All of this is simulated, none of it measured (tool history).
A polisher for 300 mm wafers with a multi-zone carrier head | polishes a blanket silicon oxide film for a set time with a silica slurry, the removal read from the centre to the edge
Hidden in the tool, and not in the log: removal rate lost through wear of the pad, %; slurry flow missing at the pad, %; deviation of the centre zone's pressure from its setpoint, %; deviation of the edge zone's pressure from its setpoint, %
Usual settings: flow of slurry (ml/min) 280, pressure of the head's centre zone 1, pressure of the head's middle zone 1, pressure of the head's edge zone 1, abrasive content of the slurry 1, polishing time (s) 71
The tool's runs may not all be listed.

run	hour	flow of slurry (ml/min)	pressure of the head's centre zone	pressure of the head's middle zone	pressure of the head's edge zone	abrasive content of the slurry	polishing time (s)	wafers since the last listed run	wafers polished on this pad	hours since the slurry nozzle was cleaned	hours since the centre zone pressure was calibrated	hours since the edge zone pressure was calibrated	hours since the carrier head's membrane was replaced	incoming thickness of the incoming film, nm	film removed at the wafer's centre (Å)	film removed at mid-radius (Å)	film removed at the wafer's edge (Å)
1	0	280	1	1	1	1	71	0	1374	248	723.7	1100.6	1463.5	1719.7	2732	3058	3049
2	8.1	280	1	1	1	1	55	99	1473	256.1	731.8	1108.7	1471.6	1700	2089	2400	2347
# hour 14.2: worn pad replaced by a new one
3	16.4	280	1	1	1	1	55	52	26	264.4	740.1	1117	1479.9	1696.2	2092	2382	2331
4	27.3	280	1	1	1	1	71	134	160	275.3	751	1127.9	1490.8	1724.8	2717	3050	3032
5	39.3	280	1	1	1	1	71	147	308	287.3	763	1139.9	1502.8	1707.5	2702	3071	3041
6	48.4	280	1	1	1	1	71	111	420	296.4	772.1	1149	1511.9	1715.7	2663	3058	3059
7	57.9	280	1.05	1	1.07	1	71	116	537	305.9	781.6	1158.5	1521.4	1722.2	2819	3050	3145
8	75.1	280	1.05	1	1.07	1	71	211	748	323.1	798.8	1175.7	1538.6	1721.5	2856	3051	3154
# hour 86: slurry nozzle cleaned
9	89.4	280	1.05	1	1.07	1	71	163	912	3.4	813.1	1190	1552.9	1714.3	2819	3065	3152
# hour 92.9: centre zone pressure recalibrated
10	95.7	280	1	1	1	1	71	52	965	9.7	2.8	1196.3	1559.2	1730.9	3080	3094	3035
11	103.9	315	1	1	0.89	1	71	100	1065	17.9	11	1204.5	1567.4	1708	3122	3115	2941
12	111.9	280	1	1	1	1	71	98	1164	25.9	19	1212.5	1575.4	1707.1	3048	3067	3019
13	120.2	280	1	1	1	1	71	102	1266	34.2	27.3	1220.8	1583.7	1695.7	3075	3043	3011
# hour 131.9: edge zone pressure recalibrated
# hour 138.5: carrier head's membrane replaced by a new one
14	139	280	1	1	1	1	85	145	1411	53	46.1	7.1	0.5	1720	3606	3687	3660
# hour 143.6: worn pad replaced by a new one
15	147.6	195	1	1.06	1.06	1	71	56	49	61.6	54.7	15.7	9.1	1716.4	2890	3039	3026
16	157.7	280	1	1	1	1	71	124	173	71.7	64.8	25.8	19.2	1703.4	2992	3031	3042
17	171.7	280	0.9	1.06	1	0.9	61	172	345	85.7	78.8	39.8	33.2	1686.3	2228	2673	2504
18	179.9	280	1	1	1	1	55	100	446	93.9	87	48	41.4	1735.7	2342	2366	2360
19	192.9	360	1	0.97	0.93	1	82	159	606	106.9	100	61	54.4	1715.4	3509	3537	3475
20	202.3	330	1	1	1	1	71	115	721	116.3	109.4	70.4	63.8	1726.5	3008	3124	3086
21	210.9	280	1	1	1	1	95	105	827	124.9	118	79	72.4	1721.4	3932	4106	4057

3 ways to go on from here, each from the tool as it stands after run 21. What would each give?
A	211.3	280	1	1	1.05	1	71	4	832	125.3	118.4	79.4	72.8	1704.2	?	?	?
B	211.3	200	1.1	1	1	1	71	4	832	125.3	118.4	79.4	72.8	1704.2	?	?	?
C	211.3	280	1	1	1.12	1	71	4	832	125.3	118.4	79.4	72.8	1704.2	?	?	?

run	film removed at the wafer's centre (Å)	film removed at mid-radius (Å)	film removed at the wafer's edge (Å)
A	2937	3072	3111
B	3068	2929	2933
C	2937	3072	3214
Without the tool's hidden state the same runs would have given:
run	film removed at the wafer's centre (Å)	film removed at mid-radius (Å)	film removed at the wafer's edge (Å)
A	3045	3071	3111
B	3180	2928	2933
C	3045	3071	3214
